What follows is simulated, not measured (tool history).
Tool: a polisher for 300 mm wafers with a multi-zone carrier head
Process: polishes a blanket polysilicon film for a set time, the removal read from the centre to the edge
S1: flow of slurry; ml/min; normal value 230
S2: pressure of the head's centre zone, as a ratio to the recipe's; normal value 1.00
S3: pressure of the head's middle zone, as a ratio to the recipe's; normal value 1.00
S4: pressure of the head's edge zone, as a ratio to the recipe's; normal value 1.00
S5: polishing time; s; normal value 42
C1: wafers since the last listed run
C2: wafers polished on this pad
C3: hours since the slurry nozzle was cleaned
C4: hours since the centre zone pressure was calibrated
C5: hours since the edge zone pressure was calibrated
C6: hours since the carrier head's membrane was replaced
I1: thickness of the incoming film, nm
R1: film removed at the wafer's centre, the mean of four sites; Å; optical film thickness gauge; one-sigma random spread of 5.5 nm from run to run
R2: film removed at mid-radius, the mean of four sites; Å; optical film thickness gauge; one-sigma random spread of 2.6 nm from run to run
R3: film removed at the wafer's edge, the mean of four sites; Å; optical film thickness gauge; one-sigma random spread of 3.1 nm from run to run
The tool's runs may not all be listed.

Run 1, hour 0.0: usual settings; C1 0; C2 2157; C3 517.1; C4 215.1; C5 90.7; C6 896.2; I1 2220.8. Result: R1 3780 Å, R2 3807 Å, R3 3854 Å.
At hour 29.5: slurry nozzle cleaned.
Run 2, hour 90.3: usual settings but S4 1.07; C1 775; C2 2932; C3 60.8; C4 305.4; C5 181.0; C6 986.5; I1 2251.0. Result: R1 4104 Å, R2 3962 Å, R3 4134 Å.
At hour 130.0: worn pad replaced by a new one.
Run 3, hour 138.4: usual settings but S4 1.07; C1 382; C2 72; C3 108.9; C4 353.5; C5 229.1; C6 1034.6; I1 2231.5. Result: R1 4030 Å, R2 3969 Å, R3 4129 Å.
At hour 298.7: carrier head's membrane replaced by a new one.
Run 4, hour 423.3: usual settings but S4 1.07; C1 2430; C2 2502; C3 393.8; C4 638.4; C5 514.0; C6 124.6; I1 2261.9. Result: R1 3965 Å, R2 3867 Å, R3 4071 Å.
Run 5, hour 476.5: usual settings but S1 255 ml/min; C1 461; C2 2964; C3 447.0; C4 691.6; C5 567.2; C6 177.8; I1 2226.0. Result: R1 4007 Å, R2 3938 Å, R3 3909 Å.
Run 6, hour 536.4: usual settings but S2 0.94; C1 520; C2 3484; C3 506.9; C4 751.5; C5 627.1; C6 237.7; I1 2243.2. Result: R1 3628 Å, R2 3823 Å, R3 3870 Å.
At hour 551.2: slurry nozzle cleaned.
At hour 563.7: worn pad replaced by a new one.
Run 7, hour 604.5: usual settings; C1 547; C2 354; C3 53.3; C4 819.6; C5 695.2; C6 305.8; I1 2238.1. Result: R1 3700 Å, R2 3640 Å, R3 3752 Å.
Run 8, hour 691.2: usual settings; C1 752; C2 1107; C3 140.0; C4 906.3; C5 781.9; C6 392.5; I1 2199.0. Result: R1 3609 Å, R2 3580 Å, R3 3712 Å.
Run 9, hour 736.0: usual settings; C1 388; C2 1496; C3 184.8; C4 951.1; C5 826.7; C6 437.3; I1 2221.3. Result: R1 3637 Å, R2 3630 Å, R3 3631 Å.
Run 10, hour 781.8: usual settings; C1 397; C2 1893; C3 230.6; C4 996.9; C5 872.5; C6 483.1; I1 2251.3. Result: R1 3628 Å, R2 3535 Å, R3 3653 Å.
At hour 888.2: slurry nozzle cleaned, repeated, since the last time left the tool worse.
Run 11, hour 888.7: usual settings but S4 0.92, S5 37 s; C1 919; C2 2813; C3 0.5; C4 1103.8; C5 979.4; C6 590.0; I1 2175.6. Result: R1 3603 Å, R2 3521 Å, R3 3315 Å.
At hour 940.9: worn pad replaced by a new one.
Run 12, hour 941.4: usual settings but S1 170 ml/min, S2 0.89, S3 0.93, S4 1.06; C1 422; C2 3; C3 53.2; C4 1156.5; C5 1032.1; C6 642.7; I1 2242.9. Result: R1 3434 Å, R2 3631 Å, R3 4012 Å.
Run 13, hour 1040.1: usual settings but S1 250 ml/min, S2 0.95, S3 1.10, S4 0.88; C1 856; C2 860; C3 151.9; C4 1255.2; C5 1130.8; C6 741.4; I1 2194.1. Result: R1 3873 Å, R2 4250 Å, R3 3692 Å.
Run 14, hour 1097.3: usual settings; C1 496; C2 1357; C3 209.1; C4 1312.4; C5 1188.0; C6 798.6; I1 2231.4. Result: R1 3934 Å, R2 3922 Å, R3 3969 Å.
At hour 1130.5: centre zone pressure recalibrated.
At hour 1164.3: edge zone pressure recalibrated.
Run 15, hour 1178.7: usual settings but S2 1.09, S3 1.06; C1 671; C2 2029; C3 290.5; C4 48.2; C5 14.4; C6 880.0; I1 2245.9. Result: R1 4416 Å, R2 4040 Å, R3 3912 Å.
Run 16, hour 1265.8: usual settings but S5 54 s; C1 756; C2 2785; C3 377.6; C4 135.3; C5 101.5; C6 967.1; I1 2193.8. Result: R1 5112 Å, R2 5032 Å, R3 5043 Å.
At hour 1313.9: slurry nozzle cleaned.
At hour 1314.1: carrier head's membrane replaced by a new one.
At hour 1315.2: worn pad replaced by a new one.
Run 17, hour 1361.7: usual settings but S2 0.95, S3 0.92; C1 813; C2 404; C3 47.8; C4 231.2; C5 197.4; C6 47.6; I1 2239.8. Result: R1 3782 Å, R2 3728 Å, R3 4000 Å.
Run 18, hour 1436.1: usual settings but S5 36 s; C1 645; C2 1049; C3 122.2; C4 305.6; C5 271.8; C6 122.0; I1 2238.8. Result: R1 3387 Å, R2 3402 Å, R3 3435 Å.
Run 19, hour 1476.7: usual settings but S2 0.95, S3 0.92; C1 352; C2 1402; C3 162.8; C4 346.2; C5 312.4; C6 162.6; I1 2219.3. Result: R1 3803 Å, R2 3741 Å, R3 3922 Å.
Run 20, hour 1575.1: usual settings but S4 0.92, S5 37 s; C1 854; C2 2256; C3 261.2; C4 444.6; C5 410.8; C6 261.0; I1 2214.5. Result: R1 3613 Å, R2 3494 Å, R3 3324 Å.
Run 21, hour 1641.0: usual settings; C1 572; C2 2828; C3 327.1; C4 510.5; C5 476.7; C6 326.9; I1 2235.9. Result: R1 4088 Å, R2 3889 Å, R3 3948 Å.
Run 22, hour 1744.1: usual settings but S3 0.96, S4 1.10, S5 51 s; C1 895; C2 3724; C3 430.2; C4 613.6; C5 579.8; C6 430.0; I1 2230.0. Result: R1 4783 Å, R2 4572 Å, R3 4967 Å.
At hour 1749.6: worn pad replaced by a new one.
At hour 1827.4: slurry nozzle cleaned.
Run 23, hour 1846.5: usual settings but S1 180 ml/min, S4 1.05; C1 845; C2 832; C3 19.1; C4 716.0; C5 682.2; C6 532.4; I1 2249.9. Result: R1 3876 Å, R2 3882 Å, R3 3966 Å.

Table of differences, measured result less the result of that run with no hidden state. Run-to-run variation is the same in both. Gauge scatter possibly is not:
The hidden state here: removal rate lost through wear of the pad, %; slurry flow missing at the pad, %; deviation of the centre zone's pressure from its setpoint, %; deviation of the edge zone's pressure from its setpoint, %.
run    R1    R2    R3
  1  -190  -169  -126
  2    -9    -7    -6
  3   -12   -12    -9
  4  -101   -88   -68
  5  -122  -107   -80
  6  -168  -158  -117
  7  -401  -348  -257
  8  -418  -364  -270
  9  -445  -391  -279
 10  -478  -410  -301
 11   -10    -9    -7
 12   -16   -15   -12
 13   -22   -22   -14
 14   -36   -32   -24
 15   -67   -55   -39
 16  -128  -112   -83
 17    -3    -2    -2
 18    -7    -7    -5
 19   -15   -13   -10
 20   -35   -30   -22
 21   -64   -54   -41
 22  -140  -118   -95
 23    -6    -5    -4

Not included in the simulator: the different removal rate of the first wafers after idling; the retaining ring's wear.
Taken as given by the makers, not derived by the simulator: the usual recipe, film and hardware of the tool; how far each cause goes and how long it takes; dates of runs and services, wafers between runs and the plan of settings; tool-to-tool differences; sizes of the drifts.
